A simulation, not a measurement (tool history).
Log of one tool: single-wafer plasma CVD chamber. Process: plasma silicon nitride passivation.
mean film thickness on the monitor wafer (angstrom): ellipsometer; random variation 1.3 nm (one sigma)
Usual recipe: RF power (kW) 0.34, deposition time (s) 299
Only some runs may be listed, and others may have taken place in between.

| run | hour | RF power (kW) | deposition time (s) | wafers since the last listed run | hours since the last RF generator calibration | hours since the showerhead was replaced | hours since the gauge calibration | read-back reference wafer on the same gauge, thickness_nm | mean film thickness on the monitor wafer (angstrom) |
|---|---|---|---|---|---|---|---|---|---|
| 1 | 0 | 0.34 | 299 | 0 | 1070.4 | 5624.9 | 321.2 | 373.892 | 3827.15 |
| 2 | 98.2 | 0.34 | 299 | 616 | 1168.6 | 5723.1 | 419.4 | 374.133 | 3824.88 |
| 3 | 173.6 | 0.34 | 299 | 473 | 1244 | 5798.5 | 494.8 | 373.949 | 3822.83 |
| 4 | 253.2 | 0.34 | 299 | 499 | 1323.6 | 5878.1 | 574.4 | 374.328 | 3831.08 |
| 5 | 294.4 | 0.34 | 299 | 258 | 1364.8 | 5919.3 | 615.6 | 374.197 | 3824.86 |
| 6 | 354.5 | 0.34 | 299 | 377 | 1424.9 | 5979.4 | 675.7 | 374.406 | 3805.58 |
|  | 415.3 | gauge calibrated |
| 7 | 441.6 | 0.34 | 299 | 546 | 1512 | 6066.5 | 26.3 | 373.987 | 3838.57 |
|  | 459.9 | showerhead replaced |
| 8 | 516.7 | 0.34 | 299 | 421 | 1587.1 | 56.8 | 101.4 | 374.319 | 3794.32 |
| 9 | 570.9 | 0.34 | 299 | 340 | 1641.3 | 111 | 155.6 | 374.44 | 3805.48 |
| 10 | 649.3 | 0.34 | 299 | 491 | 1719.7 | 189.4 | 234 | 374.25 | 3779.86 |
| 11 | 736.6 | 0.34 | 320 | 547 | 1807 | 276.7 | 321.3 | 374.697 | 4033.38 |
|  | 792.1 | RF generator calibrated |
| 12 | 805 | 0.34 | 246 | 378 | 12.9 | 345.1 | 389.7 | 373.848 | 3194.51 |
| 13 | 909.6 | 0.39 | 346 | 656 | 117.5 | 449.7 | 494.3 | 374.299 | 4670.64 |
| 14 | 1009.8 | 0.34 | 299 | 628 | 217.7 | 549.9 | 594.5 | 373.414 | 3869.51 |
| 15 | 1097 | 0.39 | 261 | 547 | 304.9 | 637.1 | 681.7 | 373.653 | 3544.91 |
| 16 | 1188.2 | 0.34 | 245 | 572 | 396.1 | 728.3 | 772.9 | 374.12 | 3183.89 |

Predict each of these 3 candidate next runs independently; none follows another, all start after run 16:
| A | 1188.7 | 0.305 | 299 | 3 | 396.6 | 728.8 | 773.4 | ? | ? |
| B | 1188.7 | 0.39 | 241 | 3 | 396.6 | 728.8 | 773.4 | ? | ? |
| C | 1188.7 | 0.385 | 327 | 3 | 396.6 | 728.8 | 773.4 | ? | ? |

| run | read-back reference wafer on the same gauge, thickness_nm | mean film thickness on the monitor wafer (angstrom) |
|---|---|---|
| A | 373.325 | 3759.21 |
| B | 373.325 | 3247.36 |
| C | 373.325 | 4390.06 |
What these runs would have given with no unlogged condition in the tool:
| run | mean film thickness on the monitor wafer (angstrom) |
|---|---|
| A | 3770.04 |
| B | 3256.71 |
| C | 4402.71 |
